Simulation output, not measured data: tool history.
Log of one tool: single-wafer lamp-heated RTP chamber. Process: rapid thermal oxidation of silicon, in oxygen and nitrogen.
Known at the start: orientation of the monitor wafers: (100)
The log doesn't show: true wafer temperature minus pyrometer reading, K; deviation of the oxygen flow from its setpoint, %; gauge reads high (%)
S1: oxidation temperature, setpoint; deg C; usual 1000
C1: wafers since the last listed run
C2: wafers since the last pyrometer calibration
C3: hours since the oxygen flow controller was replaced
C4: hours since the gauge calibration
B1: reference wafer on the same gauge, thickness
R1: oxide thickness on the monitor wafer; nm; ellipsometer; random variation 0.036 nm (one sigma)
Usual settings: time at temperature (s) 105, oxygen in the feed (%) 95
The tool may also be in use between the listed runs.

{"run": 1, "day": 0.0, "S1": 1000, "time at temperature (s)": 105, "oxygen in the feed (%)": 95, "C1": 0, "C2": 3929, "C3": 4689.8, "C4": 198.8, "B1": 7.509, "R1": 7.883}
{"run": 2, "day": 0.617, "S1": 1000, "time at temperature (s)": 105, "oxygen in the feed (%)": 95, "C1": 108, "C2": 4038, "C3": 4704.6, "C4": 213.6, "B1": 7.497, "R1": 7.833}
{"run": 3, "day": 0.938, "S1": 1000, "time at temperature (s)": 105, "oxygen in the feed (%)": 95, "C1": 56, "C2": 4094, "C3": 4712.3, "C4": 221.3, "B1": 7.499, "R1": 7.882}
{"run": 4, "day": 1.429, "S1": 1000, "time at temperature (s)": 105, "oxygen in the feed (%)": 95, "C1": 86, "C2": 4181, "C3": 4724.1, "C4": 233.1, "B1": 7.496, "R1": 7.883}
{"run": 5, "day": 1.825, "S1": 1000, "time at temperature (s)": 105, "oxygen in the feed (%)": 95, "C1": 69, "C2": 4250, "C3": 4733.6, "C4": 242.6, "B1": 7.503, "R1": 7.897}
{"run": 6, "day": 2.233, "S1": 992, "time at temperature (s)": 105, "oxygen in the feed (%)": 95, "C1": 71, "C2": 4322, "C3": 4743.4, "C4": 252.4, "B1": 7.507, "R1": 7.439}
{"run": 7, "day": 2.9, "S1": 992, "time at temperature (s)": 105, "oxygen in the feed (%)": 95, "C1": 117, "C2": 4439, "C3": 4759.4, "C4": 268.4, "B1": 7.495, "R1": 7.448}
{"run": 8, "day": 3.179, "S1": 1000, "time at temperature (s)": 105, "oxygen in the feed (%)": 95, "C1": 49, "C2": 4489, "C3": 4766.1, "C4": 275.1, "B1": 7.498, "R1": 7.839}
{"run": 9, "day": 3.683, "S1": 1000, "time at temperature (s)": 105, "oxygen in the feed (%)": 95, "C1": 88, "C2": 4577, "C3": 4778.2, "C4": 287.2, "B1": 7.493, "R1": 7.939}
{"run": 10, "day": 4.329, "S1": 1000, "time at temperature (s)": 105, "oxygen in the feed (%)": 95, "C1": 113, "C2": 4691, "C3": 4793.7, "C4": 302.7, "B1": 7.496, "R1": 7.897}
{"run": 11, "day": 4.717, "S1": 1000, "time at temperature (s)": 105, "oxygen in the feed (%)": 95, "C1": 68, "C2": 4759, "C3": 4803.0, "C4": 312.0, "B1": 7.499, "R1": 7.874}
{"run": 12, "day": 5.154, "S1": 1000, "time at temperature (s)": 105, "oxygen in the feed (%)": 95, "C1": 76, "C2": 4836, "C3": 4813.5, "C4": 322.5, "B1": 7.499, "R1": 7.891}
{"day": 6.129, "done": "pyrometer window cleaned and pyrometer calibrated"}
{"run": 13, "day": 6.15, "S1": 1000, "time at temperature (s)": 105, "oxygen in the feed (%)": 95, "C1": 116, "C2": 3, "C3": 4837.4, "C4": 346.4, "B1": 7.502, "R1": 7.9}
{"run": 14, "day": 6.196, "S1": 1000, "time at temperature (s)": 105, "oxygen in the feed (%)": 95, "C1": 8, "C2": 11, "C3": 4838.5, "C4": 347.5, "B1": 7.505, "R1": 7.899}
{"run": 15, "day": 6.592, "S1": 1000, "time at temperature (s)": 105, "oxygen in the feed (%)": 95, "C1": 69, "C2": 81, "C3": 4848.0, "C4": 357.0, "B1": 7.505, "R1": 7.867}
{"run": 16, "day": 6.942, "S1": 1000, "time at temperature (s)": 105, "oxygen in the feed (%)": 95, "C1": 61, "C2": 143, "C3": 4856.4, "C4": 365.4, "B1": 7.496, "R1": 7.86}
{"run": 17, "day": 7.504, "S1": 987, "time at temperature (s)": 80, "oxygen in the feed (%)": 68, "C1": 98, "C2": 242, "C3": 4869.9, "C4": 378.9, "B1": 7.506, "R1": 5.676}
{"run": 18, "day": 7.879, "S1": 1000, "time at temperature (s)": 137, "oxygen in the feed (%)": 95, "C1": 65, "C2": 308, "C3": 4878.9, "C4": 387.9, "B1": 7.494, "R1": 8.906}
{"run": 19, "day": 8.483, "S1": 1000, "time at temperature (s)": 105, "oxygen in the feed (%)": 98, "C1": 106, "C2": 414, "C3": 4893.4, "C4": 402.4, "B1": 7.507, "R1": 7.98}
{"run": 20, "day": 8.908, "S1": 980, "time at temperature (s)": 124, "oxygen in the feed (%)": 81, "C1": 74, "C2": 489, "C3": 4903.6, "C4": 412.6, "B1": 7.5, "R1": 6.924}
{"run": 21, "day": 9.625, "S1": 1000, "time at temperature (s)": 119, "oxygen in the feed (%)": 95, "C1": 126, "C2": 615, "C3": 4920.8, "C4": 429.8, "B1": 7.496, "R1": 8.38}
{"run": 22, "day": 10.112, "S1": 1000, "time at temperature (s)": 105, "oxygen in the feed (%)": 95, "C1": 85, "C2": 701, "C3": 4932.5, "C4": 441.5, "B1": 7.501, "R1": 7.889}
{"run": 23, "day": 10.475, "S1": 1013, "time at temperature (s)": 125, "oxygen in the feed (%)": 95, "C1": 63, "C2": 764, "C3": 4941.2, "C4": 450.2, "B1": 7.496, "R1": 9.416}
{"run": 24, "day": 10.779, "S1": 1000, "time at temperature (s)": 105, "oxygen in the feed (%)": 95, "C1": 53, "C2": 818, "C3": 4948.5, "C4": 457.5, "B1": 7.503, "R1": 7.892}

Forecast run 25:
{"run": 25, "day": 11.192, "S1": 1000, "time at temperature (s)": 58, "oxygen in the feed (%)": 95, "C1": 72, "C2": 890, "C3": 4958.4, "C4": 467.4, "B1": "?", "R1": "?"}

{"run 25": {"B1": 7.504, "R1": 6.015}}
Without the tool's hidden state the same run would have given R1 6.015 nm.

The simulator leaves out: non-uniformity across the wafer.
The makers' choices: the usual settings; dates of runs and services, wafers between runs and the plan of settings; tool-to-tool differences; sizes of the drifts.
